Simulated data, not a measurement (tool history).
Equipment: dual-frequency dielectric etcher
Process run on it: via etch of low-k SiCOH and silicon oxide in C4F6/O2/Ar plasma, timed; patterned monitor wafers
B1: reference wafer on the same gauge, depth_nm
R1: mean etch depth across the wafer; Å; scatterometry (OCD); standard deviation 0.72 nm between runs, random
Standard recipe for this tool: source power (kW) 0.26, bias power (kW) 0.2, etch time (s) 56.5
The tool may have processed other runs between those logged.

Run 1, hour 0: usual settings but source power (kW) 0.24, etch time (s) 44.5; B1 144.9. Result: R1 1057 Å.
Run 2, hour 25.5: usual settings but source power (kW) 0.24, etch time (s) 44.5; B1 145.2. Result: R1 1050 Å.
Run 3, hour 43.7: usual settings but bias power (kW) 0.227; B1 145. Result: R1 1386 Å.
Run 4, hour 73.4: usual settings but source power (kW) 0.23; B1 144.6. Result: R1 1319 Å.
Run 5, hour 92.6: usual settings but source power (kW) 0.23; B1 145. Result: R1 1311 Å.
Run 6, hour 107.3: usual settings but source power (kW) 0.23; B1 145. Result: R1 1301 Å.
Run 7, hour 135.8: usual settings but etch time (s) 51; B1 144.9. Result: R1 1229 Å.
At hour 151.4: bias power generator calibrated.
Run 8, hour 171.1: usual settings; B1 145.3. Result: R1 1344 Å.
At hour 185: source power generator calibrated.
At hour 212.3: upper electrode replaced, of another model than before.
Run 9, hour 212.8: usual settings but source power (kW) 0.31, bias power (kW) 0.169, etch time (s) 66.5; B1 145.4. Result: R1 1564 Å.
Run 10, hour 223.3: usual settings but source power (kW) 0.22, bias power (kW) 0.232; B1 145. Result: R1 1363 Å.
At hour 259.2: wet clean of the chamber.
Run 11, hour 259.7: usual settings but source power (kW) 0.22, bias power (kW) 0.218, etch time (s) 62; B1 145. Result: R1 1509 Å.
At hour 276.9: gauge calibrated.
Run 12, hour 324: usual settings; B1 145. Result: R1 1375 Å.
Run 13, hour 340.8: usual settings but source power (kW) 0.22, bias power (kW) 0.237, etch time (s) 49; B1 144.8. Result: R1 1226 Å.
Run 14, hour 361.3: usual settings; B1 144.6. Result: R1 1370 Å.
Run 15, hour 389.9: usual settings but source power (kW) 0.21, bias power (kW) 0.157, etch time (s) 65; B1 144.9. Result: R1 1428 Å.
Run 16, hour 406.3: usual settings but bias power (kW) 0.215, etch time (s) 51.5; B1 145.2. Result: R1 1280 Å.
Run 17, hour 431.2: usual settings but source power (kW) 0.29, bias power (kW) 0.219; B1 145.1. Result: R1 1442 Å.

Alternative continuations, all from the tool just after run 17; predict every row:
Run A, hour 431.6: usual settings but bias power (kW) 0.231; B1 ?. Result: R1 ?.
Run B, hour 431.6: usual settings but source power (kW) 0.23, bias power (kW) 0.223, etch time (s) 66.5; B1 ?. Result: R1 ?.
Run C, hour 431.6: usual settings but source power (kW) 0.32, bias power (kW) 0.234, etch time (s) 45.5; B1 ?. Result: R1 ?.
Run D, hour 431.6: usual settings but source power (kW) 0.28, bias power (kW) 0.179, etch time (s) 40.5; B1 ?. Result: R1 ?.

run     B1    R1
  A  145.5  1419
  B  145.5  1615
  C  145.5  1197
  D  145.5   958
Take away the tool's hidden state, keep each run's random variation, and the runs would have read:
run    R1
  A  1438
  B  1637
  C  1213
  D   971

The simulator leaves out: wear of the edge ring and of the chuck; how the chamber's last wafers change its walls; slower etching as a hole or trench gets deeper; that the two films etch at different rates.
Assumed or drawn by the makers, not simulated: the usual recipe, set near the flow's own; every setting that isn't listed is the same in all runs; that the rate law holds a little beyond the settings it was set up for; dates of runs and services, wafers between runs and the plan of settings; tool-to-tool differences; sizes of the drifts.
